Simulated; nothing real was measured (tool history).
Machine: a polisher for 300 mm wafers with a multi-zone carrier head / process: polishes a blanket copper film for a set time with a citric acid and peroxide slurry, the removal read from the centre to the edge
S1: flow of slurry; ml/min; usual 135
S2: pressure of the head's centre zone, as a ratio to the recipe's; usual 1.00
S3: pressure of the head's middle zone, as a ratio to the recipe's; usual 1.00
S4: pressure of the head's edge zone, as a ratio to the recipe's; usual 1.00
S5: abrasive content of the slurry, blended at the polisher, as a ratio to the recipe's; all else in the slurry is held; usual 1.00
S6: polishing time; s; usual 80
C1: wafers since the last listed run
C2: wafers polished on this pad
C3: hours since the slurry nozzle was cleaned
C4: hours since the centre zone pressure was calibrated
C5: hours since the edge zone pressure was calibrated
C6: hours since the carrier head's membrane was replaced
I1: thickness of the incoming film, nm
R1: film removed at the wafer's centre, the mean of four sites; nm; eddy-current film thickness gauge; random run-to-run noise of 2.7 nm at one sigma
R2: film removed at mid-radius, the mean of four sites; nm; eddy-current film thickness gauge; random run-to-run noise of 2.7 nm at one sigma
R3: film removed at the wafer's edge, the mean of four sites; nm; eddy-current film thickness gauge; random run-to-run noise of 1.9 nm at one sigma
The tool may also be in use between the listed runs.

Run 1, day 0.000: usual settings; C1 0; C2 1193; C3 224.8; C4 106.0; C5 160.4; C6 636.2; I1 1188.5. Result: R1 169.6 nm, R2 166.6 nm, R3 171.0 nm.
Run 2, day 1.504: usual settings; C1 478; C2 1671; C3 260.9; C4 142.1; C5 196.5; C6 672.3; I1 1179.2. Result: R1 163.2 nm, R2 163.0 nm, R3 169.3 nm.
Run 3, day 2.746: usual settings; C1 394; C2 2066; C3 290.7; C4 171.9; C5 226.3; C6 702.1; I1 1190.1. Result: R1 166.4 nm, R2 166.8 nm, R3 170.1 nm.
At day 3.879: worn pad replaced by a new one.
Run 4, day 5.488: usual settings but S4 0.93; C1 818; C2 510; C3 356.5; C4 237.7; C5 292.1; C6 767.9; I1 1194.8. Result: R1 173.3 nm, R2 171.1 nm, R3 171.3 nm.
Run 5, day 6.675: usual settings but S4 0.93; C1 377; C2 888; C3 385.0; C4 266.2; C5 320.6; C6 796.4; I1 1179.2. Result: R1 171.4 nm, R2 168.5 nm, R3 166.9 nm.
Run 6, day 7.796: usual settings; C1 356; C2 1244; C3 411.9; C4 293.1; C5 347.5; C6 823.3; I1 1168.3. Result: R1 166.8 nm, R2 165.9 nm, R3 169.2 nm.
At day 10.712: worn pad replaced by a new one.
Run 7, day 10.733: usual settings; C1 881; C2 6; C3 482.4; C4 363.6; C5 418.0; C6 893.8; I1 1180.5. Result: R1 184.8 nm, R2 190.5 nm, R3 189.5 nm.
At day 11.025: centre zone pressure recalibrated.
Run 8, day 13.008: usual settings but S2 0.96, S4 0.95, S6 105 s; C1 696; C2 703; C3 537.0; C4 47.6; C5 472.6; C6 948.4; I1 1171.5. Result: R1 213.6 nm, R2 230.7 nm, R3 226.3 nm.
Run 9, day 14.108: usual settings; C1 349; C2 1053; C3 563.4; C4 74.0; C5 499.0; C6 974.8; I1 1189.3. Result: R1 165.1 nm, R2 169.8 nm, R3 170.9 nm.
At day 16.450: edge zone pressure recalibrated.
Run 10, day 16.571: usual settings but S3 1.12, S5 1.15; C1 756; C2 1810; C3 622.5; C4 133.1; C5 2.9; C6 1033.9; I1 1175.8. Result: R1 171.1 nm, R2 192.1 nm, R3 169.5 nm.
At day 16.954: worn pad replaced by a new one.
Run 11, day 19.229: usual settings but S1 100 ml/min; C1 792; C2 723; C3 686.3; C4 196.9; C5 66.7; C6 1097.7; I1 1174.8. Result: R1 160.6 nm, R2 159.3 nm, R3 165.5 nm.
At day 20.825: slurry nozzle cleaned.
Run 12, day 22.108: usual settings but S2 1.05; C1 902; C2 1625; C3 30.8; C4 266.0; C5 135.8; C6 1166.8; I1 1161.5. Result: R1 169.7 nm, R2 165.7 nm, R3 167.6 nm.
At day 22.767: carrier head's membrane replaced by a new one.
Run 13, day 24.188: usual settings; C1 594; C2 2220; C3 80.7; C4 315.9; C5 185.7; C6 34.1; I1 1168.3. Result: R1 167.7 nm, R2 166.1 nm, R3 167.3 nm.
At day 24.512: worn pad replaced by a new one.
At day 24.912: centre zone pressure recalibrated.
Run 14, day 27.108: usual settings but S3 1.11, S5 0.75; C1 849; C2 798; C3 150.8; C4 52.7; C5 255.8; C6 104.2; I1 1175.6. Result: R1 158.4 nm, R2 175.6 nm, R3 161.8 nm.
At day 31.629: worn pad replaced by a new one.
Run 15, day 33.312: usual settings but S1 110 ml/min; C1 1919; C2 535; C3 299.7; C4 201.6; C5 404.7; C6 253.1; I1 1192.0. Result: R1 162.3 nm, R2 163.9 nm, R3 168.5 nm.

For each run, what was the tool's unlogged condition?
slurry flow missing at the pad, %: 0 on each run
deviation of the centre zone's pressure from its setpoint, %: 0 on each run
deviation of the edge zone's pressure from its setpoint, %: 0 on each run
H1: removal rate lost through wear of the pad, %
run     H1
  1   10.5
  2   11.6
  3   12.2
  4   7.72
  5   10.3
  6   11.7
  7  0.493
  8   8.51
  9   10.3
 10   12.1
 11    8.9
 12   12.2
 13     13
 14   9.68
 15   8.96

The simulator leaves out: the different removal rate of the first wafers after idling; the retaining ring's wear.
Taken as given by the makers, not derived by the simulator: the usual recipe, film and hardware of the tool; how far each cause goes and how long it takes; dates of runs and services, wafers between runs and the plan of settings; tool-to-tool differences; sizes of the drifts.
